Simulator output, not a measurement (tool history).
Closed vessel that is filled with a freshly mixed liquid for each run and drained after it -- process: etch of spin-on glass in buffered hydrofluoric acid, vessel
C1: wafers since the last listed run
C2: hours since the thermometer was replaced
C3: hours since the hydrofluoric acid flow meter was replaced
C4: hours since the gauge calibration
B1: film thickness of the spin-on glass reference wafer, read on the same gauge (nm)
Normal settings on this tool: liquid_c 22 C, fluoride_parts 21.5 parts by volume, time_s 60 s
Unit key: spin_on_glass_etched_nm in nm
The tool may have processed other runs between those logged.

{"run": 1, "hour": 0.0, "liquid_c": 22, "fluoride_parts": 16.5, "time_s": 60, "C1": 0, "C2": 354.5, "C3": 949.3, "C4": 406, "B1": 60.01, "spin_on_glass_etched_nm": 95.09}
{"run": 2, "hour": 89.3, "liquid_c": 22, "fluoride_parts": 17.5, "time_s": 60, "C1": 5754, "C2": 443.8, "C3": 1038.6, "C4": 495.3, "B1": 60.01, "spin_on_glass_etched_nm": 89.07}
{"run": 3, "hour": 149.4, "liquid_c": 22, "fluoride_parts": 17.5, "time_s": 60, "C1": 3872, "C2": 503.9, "C3": 1098.7, "C4": 555.4, "B1": 60.01, "spin_on_glass_etched_nm": 89.47}
{"run": 4, "hour": 244.0, "liquid_c": 20, "fluoride_parts": 18, "time_s": 60, "C1": 6096, "C2": 598.5, "C3": 1193.3, "C4": 650, "B1": 60.02, "spin_on_glass_etched_nm": 78.38}
{"run": 5, "hour": 337.2, "liquid_c": 20, "fluoride_parts": 18, "time_s": 60, "C1": 6005, "C2": 691.7, "C3": 1286.5, "C4": 743.2, "B1": 60.01, "spin_on_glass_etched_nm": 78.26}
{"run": 6, "hour": 402.2, "liquid_c": 20, "fluoride_parts": 18, "time_s": 60, "C1": 4188, "C2": 756.7, "C3": 1351.5, "C4": 808.2, "B1": 60.02, "spin_on_glass_etched_nm": 77.86}
{"run": 7, "hour": 460.2, "liquid_c": 26, "fluoride_parts": 21.5, "time_s": 60, "C1": 3737, "C2": 814.7, "C3": 1409.5, "C4": 866.2, "B1": 59.97, "spin_on_glass_etched_nm": 92.52}
{"run": 8, "hour": 500.4, "liquid_c": 26, "fluoride_parts": 21.5, "time_s": 60, "C1": 2590, "C2": 854.9, "C3": 1449.7, "C4": 906.4, "B1": 60, "spin_on_glass_etched_nm": 92.61}
{"run": 9, "hour": 557.6, "liquid_c": 22, "fluoride_parts": 21.5, "time_s": 60, "C1": 3685, "C2": 912.1, "C3": 1506.9, "C4": 963.6, "B1": 60.01, "spin_on_glass_etched_nm": 75.17}
{"run": 10, "hour": 594.3, "liquid_c": 22, "fluoride_parts": 21.5, "time_s": 60, "C1": 2364, "C2": 948.8, "C3": 1543.6, "C4": 1000.3, "B1": 60, "spin_on_glass_etched_nm": 74.62}
{"hour": 642.2, "done": "thermometer replaced"}
{"run": 11, "hour": 673.2, "liquid_c": 22, "fluoride_parts": 21.5, "time_s": 60, "C1": 5019, "C2": 31, "C3": 1622.5, "C4": 1079.2, "B1": 60, "spin_on_glass_etched_nm": 74.47}
{"run": 12, "hour": 741.6, "liquid_c": 22, "fluoride_parts": 21.5, "time_s": 60, "C1": 4407, "C2": 99.4, "C3": 1690.9, "C4": 1147.6, "B1": 60.01, "spin_on_glass_etched_nm": 74.07}
{"run": 13, "hour": 834.8, "liquid_c": 22, "fluoride_parts": 21.5, "time_s": 60, "C1": 6005, "C2": 192.6, "C3": 1784.1, "C4": 1240.8, "B1": 59.97, "spin_on_glass_etched_nm": 73.93}
{"run": 14, "hour": 928.2, "liquid_c": 22, "fluoride_parts": 21.5, "time_s": 60, "C1": 6018, "C2": 286, "C3": 1877.5, "C4": 1334.2, "B1": 60.02, "spin_on_glass_etched_nm": 74.06}
{"run": 15, "hour": 967.5, "liquid_c": 22, "fluoride_parts": 19.5, "time_s": 60, "C1": 2532, "C2": 325.3, "C3": 1916.8, "C4": 1373.5, "B1": 59.99, "spin_on_glass_etched_nm": 80.4}
{"run": 16, "hour": 1064.8, "liquid_c": 25, "fluoride_parts": 26, "time_s": 60, "C1": 6270, "C2": 422.6, "C3": 2014.1, "C4": 1470.8, "B1": 60.01, "spin_on_glass_etched_nm": 76.48}
{"run": 17, "hour": 1131.3, "liquid_c": 25, "fluoride_parts": 26, "time_s": 60, "C1": 4285, "C2": 489.1, "C3": 2080.6, "C4": 1537.3, "B1": 60.02, "spin_on_glass_etched_nm": 76.93}
{"run": 18, "hour": 1183.1, "liquid_c": 22, "fluoride_parts": 14.5, "time_s": 75, "C1": 3338, "C2": 540.9, "C3": 2132.4, "C4": 1589.1, "B1": 59.97, "spin_on_glass_etched_nm": 135.03}
{"run": 19, "hour": 1271.3, "liquid_c": 18.5, "fluoride_parts": 29.5, "time_s": 85, "C1": 5683, "C2": 629.1, "C3": 2220.6, "C4": 1677.3, "B1": 59.98, "spin_on_glass_etched_nm": 69.73}
{"run": 20, "hour": 1323.4, "liquid_c": 25.5, "fluoride_parts": 21.5, "time_s": 60, "C1": 3357, "C2": 681.2, "C3": 2272.7, "C4": 1729.4, "B1": 60.01, "spin_on_glass_etched_nm": 90.18}
{"hour": 1326.5, "done": "gauge calibrated"}
{"hour": 1384.1, "done": "hydrofluoric acid flow meter replaced"}
{"run": 21, "hour": 1396.7, "liquid_c": 22, "fluoride_parts": 21.5, "time_s": 70, "C1": 4659, "C2": 754.5, "C3": 12.6, "C4": 70.2, "B1": 60.01, "spin_on_glass_etched_nm": 87.16}
{"run": 22, "hour": 1493.2, "liquid_c": 22, "fluoride_parts": 21.5, "time_s": 60, "C1": 6218, "C2": 851, "C3": 109.1, "C4": 166.7, "B1": 59.98, "spin_on_glass_etched_nm": 74.92}
{"run": 23, "hour": 1583.7, "liquid_c": 22, "fluoride_parts": 21.5, "time_s": 60, "C1": 5831, "C2": 941.5, "C3": 199.6, "C4": 257.2, "B1": 59.98, "spin_on_glass_etched_nm": 75.51}
{"run": 24, "hour": 1685.1, "liquid_c": 22, "fluoride_parts": 26, "time_s": 80, "C1": 6534, "C2": 1042.9, "C3": 301, "C4": 358.6, "B1": 60, "spin_on_glass_etched_nm": 87.73}
{"hour": 1694.8, "done": "thermometer replaced"}
{"run": 25, "hour": 1765.7, "liquid_c": 25, "fluoride_parts": 21.5, "time_s": 90, "C1": 5129, "C2": 70.9, "C3": 381.6, "C4": 439.2, "B1": 59.98, "spin_on_glass_etched_nm": 130.99}
{"run": 26, "hour": 1869.3, "liquid_c": 24.5, "fluoride_parts": 27, "time_s": 75, "C1": 6676, "C2": 174.5, "C3": 485.2, "C4": 542.8, "B1": 59.99, "spin_on_glass_etched_nm": 91.35}
{"run": 27, "hour": 1954.8, "liquid_c": 22, "fluoride_parts": 14, "time_s": 50, "C1": 5509, "C2": 260, "C3": 570.7, "C4": 628.3, "B1": 60, "spin_on_glass_etched_nm": 92.33}
{"run": 28, "hour": 2011.7, "liquid_c": 25, "fluoride_parts": 26, "time_s": 60, "C1": 3666, "C2": 316.9, "C3": 627.6, "C4": 685.2, "B1": 59.99, "spin_on_glass_etched_nm": 76.61}

How the hidden state differs across the entries between the runs, from the last listed run before each to the first after it:
Runs 10 to 11: thermometer replaced (hour 642.2)
  liquid hotter than its thermometer reads (K): 0.33 -> 0.026
  what was measured, less what the result would be without the hidden state, spin_on_glass_etched_nm: +1.35 -> +0.13 nm
Runs 20 to 21: gauge calibrated (hour 1326.5); hydrofluoric acid flow meter replaced (hour 1384.1)
  liquid hotter than its thermometer reads (K): 0.249 -> 0.275
  what was measured, less what the result would be without the hidden state, spin_on_glass_etched_nm: +1.22 -> +1.29 nm
Runs 24 to 25: thermometer replaced (hour 1694.8)
  liquid hotter than its thermometer reads (K): 0.374 -> 0.0436
  what was measured, less what the result would be without the hidden state, spin_on_glass_etched_nm: +1.78 -> +0.28 nm

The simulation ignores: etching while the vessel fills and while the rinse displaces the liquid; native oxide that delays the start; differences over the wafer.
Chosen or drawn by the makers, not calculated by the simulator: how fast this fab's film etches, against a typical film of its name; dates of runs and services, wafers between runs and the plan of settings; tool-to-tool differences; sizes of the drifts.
